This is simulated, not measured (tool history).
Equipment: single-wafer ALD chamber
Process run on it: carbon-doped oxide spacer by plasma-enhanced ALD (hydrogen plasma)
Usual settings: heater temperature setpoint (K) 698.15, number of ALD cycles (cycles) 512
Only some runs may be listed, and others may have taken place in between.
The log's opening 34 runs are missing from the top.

run,hour,heater temperature setpoint (K),number of ALD cycles (cycles),wafers since the last listed run,hours since the last thermocouple change,hours since the gauge calibration,"read-back reference wafer on the same gauge, thickness_nm",mean film thickness on the monitor wafer (nm)
35,1883.5,687.15,512,45,502.0,800.4,21.093,23.400
36,1942.4,698.15,512,52,560.9,859.3,21.057,22.586
37,1990.6,709.15,570,42,609.1,907.5,21.055,24.374
38,2032.5,698.15,512,37,651.0,949.4,21.084,22.425
39,2231.8,687.15,475,176,850.3,1148.7,21.082,21.993
40,2282.2,711.15,472,44,900.7,1199.1,21.109,19.862
41,2321.5,698.15,512,34,940.0,1238.4,21.073,22.837
42,2346.9,684.15,567,22,965.4,1263.8,21.055,26.237

Below are 4 alternative next runs, each starting from the tool's condition after run 42. Predict each:
A,2348.1,698.15,512,1,966.6,1265.0,?,?
B,2348.1,708.15,613,1,966.6,1265.0,?,?
C,2348.1,689.15,424,1,966.6,1265.0,?,?
D,2348.1,703.15,445,1,966.6,1265.0,?,?

run,"read-back reference wafer on the same gauge, thickness_nm",mean film thickness on the monitor wafer (nm)
A,21.114,22.264
B,21.114,25.789
C,21.114,18.978
D,21.114,19.036
The same runs, with their run-to-run variation unchanged, on a tool lacking any hidden condition would have given:
run,mean film thickness on the monitor wafer (nm)
A,22.264
B,25.789
C,18.978
D,19.036
